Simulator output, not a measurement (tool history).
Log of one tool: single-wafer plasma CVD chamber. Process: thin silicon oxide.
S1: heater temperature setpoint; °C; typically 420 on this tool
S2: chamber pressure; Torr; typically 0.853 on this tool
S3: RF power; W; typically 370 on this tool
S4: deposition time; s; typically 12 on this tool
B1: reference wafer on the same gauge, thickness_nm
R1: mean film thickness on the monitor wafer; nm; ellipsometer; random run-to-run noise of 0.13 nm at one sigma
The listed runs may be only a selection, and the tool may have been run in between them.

run 1 hour=0 | S1=420 S2=0.853 S3=390 S4=12 | B1=29.877 | R1=27.398
run 2 hour=42 | S1=420 S2=0.853 S3=390 S4=12 | B1=29.849 | R1=27.477
run 3 hour=125.9 | S1=420 S2=0.853 S3=390 S4=12 | B1=29.893 | R1=27.517
run 4 hour=177.8 | S1=420 S2=0.853 S3=370 S4=12 | B1=29.957 | R1=27.074
-- hour=247.1 showerhead replaced
-- hour=247.8 capacitance manometer re-zeroed and calibrated
run 5 hour=277.3 | S1=420 S2=0.853 S3=370 S4=12 | B1=29.908 | R1=26.154
run 6 hour=372.3 | S1=420 S2=0.853 S3=370 S4=12 | B1=29.896 | R1=25.986
run 7 hour=435.9 | S1=420 S2=0.853 S3=345 S4=12 | B1=29.88 | R1=25.589
run 8 hour=478.8 | S1=415 S2=0.97 S3=395 S4=10 | B1=29.922 | R1=24.696
-- hour=555.9 RF generator calibrated
run 9 hour=582.3 | S1=420 S2=0.961 S3=330 S4=12 | B1=29.823 | R1=27.98
run 10 hour=657.8 | S1=420 S2=0.853 S3=370 S4=12 | B1=29.954 | R1=26.76
run 11 hour=765.1 | S1=420 S2=1.007 S3=370 S4=12 | B1=29.886 | R1=29.752
run 12 hour=821.2 | S1=435 S2=0.794 S3=370 S4=12 | B1=29.933 | R1=25.194
-- hour=833.4 thermocouple changed; heater temperature recalibrated
run 13 hour=920.3 | S1=420 S2=0.853 S3=320 S4=12 | B1=29.904 | R1=25.589
-- hour=996.2 gauge calibrated
run 14 hour=1024 | S1=416 S2=0.684 S3=400 S4=11.2 | B1=29.878 | R1=21.428
run 15 hour=1062.6 | S1=410 S2=0.853 S3=370 S4=12 | B1=29.935 | R1=26.709
run 16 hour=1112.1 | S1=420 S2=0.853 S3=370 S4=12 | B1=29.893 | R1=26.364
run 17 hour=1203.4 | S1=410 S2=0.853 S3=370 S4=12 | B1=29.875 | R1=26.555
run 18 hour=1246.2 | S1=414 S2=0.925 S3=335 S4=14 | B1=29.874 | R1=32.117
run 19 hour=1340.3 | S1=420 S2=0.853 S3=370 S4=12 | B1=29.975 | R1=26.651
run 20 hour=1441.5 | S1=420 S2=0.853 S3=370 S4=10.2 | B1=29.891 | R1=22.743
run 21 hour=1539.8 | S1=420 S2=0.771 S3=370 S4=13.5 | B1=29.906 | R1=27.618
run 22 hour=1579.1 | S1=413 S2=0.786 S3=305 S4=13 | B1=29.937 | R1=25.47
run 23 hour=1667.4 | S1=420 S2=0.853 S3=370 S4=12 | B1=29.866 | R1=26.652
run 24 hour=1730.7 | S1=420 S2=0.853 S3=370 S4=13.5 | B1=29.888 | R1=29.976
run 25 hour=1831.3 | S1=420 S2=0.853 S3=370 S4=12 | B1=29.877 | R1=26.795
run 26 hour=1912 | S1=420 S2=0.853 S3=370 S4=12 | B1=29.885 | R1=26.84
-- hour=1963.1 RF generator calibrated
run 27 hour=1982.3 | S1=407 S2=0.853 S3=430 S4=11.2 | B1=29.931 | R1=27.314
run 28 hour=2082.9 | S1=433 S2=0.965 S3=425 S4=9.9 | B1=29.908 | R1=25.652
run 29 hour=2261 | S1=420 S2=0.853 S3=370 S4=12 | B1=29.901 | R1=27.305

Give the tool's hidden conditions for every run:
wafer temperature above the value expected at the setpoint (K): 0, the same for each run
gauge reads high (%): 0, the same for each run
H1: delivered RF power above the setpoint (%)
H2: true pressure above the setpoint (%)
run=1 H1=-7.61 H2=6.62
run=2 H1=-7.69 H2=6.74
run=3 H1=-7.85 H2=6.98
run=4 H1=-7.93 H2=7.13
run=5 H1=-8.07 H2=2.19
run=6 H1=-8.18 H2=2.46
run=7 H1=-8.25 H2=2.64
run=8 H1=-8.29 H2=2.77
run=9 H1=-1.63 H2=3.06
run=10 H1=-2.69 H2=3.28
run=11 H1=-3.95 H2=3.59
run=12 H1=-4.52 H2=3.75
run=13 H1=-5.38 H2=4.03
run=14 H1=-6.14 H2=4.33
run=15 H1=-6.38 H2=4.44
run=16 H1=-6.67 H2=4.58
run=17 H1=-7.14 H2=4.84
run=18 H1=-7.33 H2=4.97
run=19 H1=-7.7 H2=5.24
run=20 H1=-8.04 H2=5.53
run=21 H1=-8.31 H2=5.81
run=22 H1=-8.4 H2=5.92
run=23 H1=-8.59 H2=6.17
run=24 H1=-8.71 H2=6.36
run=25 H1=-8.87 H2=6.64
run=26 H1=-8.98 H2=6.88
run=27 H1=-1.21 H2=7.08
run=28 H1=-2.6 H2=7.37
run=29 H1=-4.51 H2=7.88
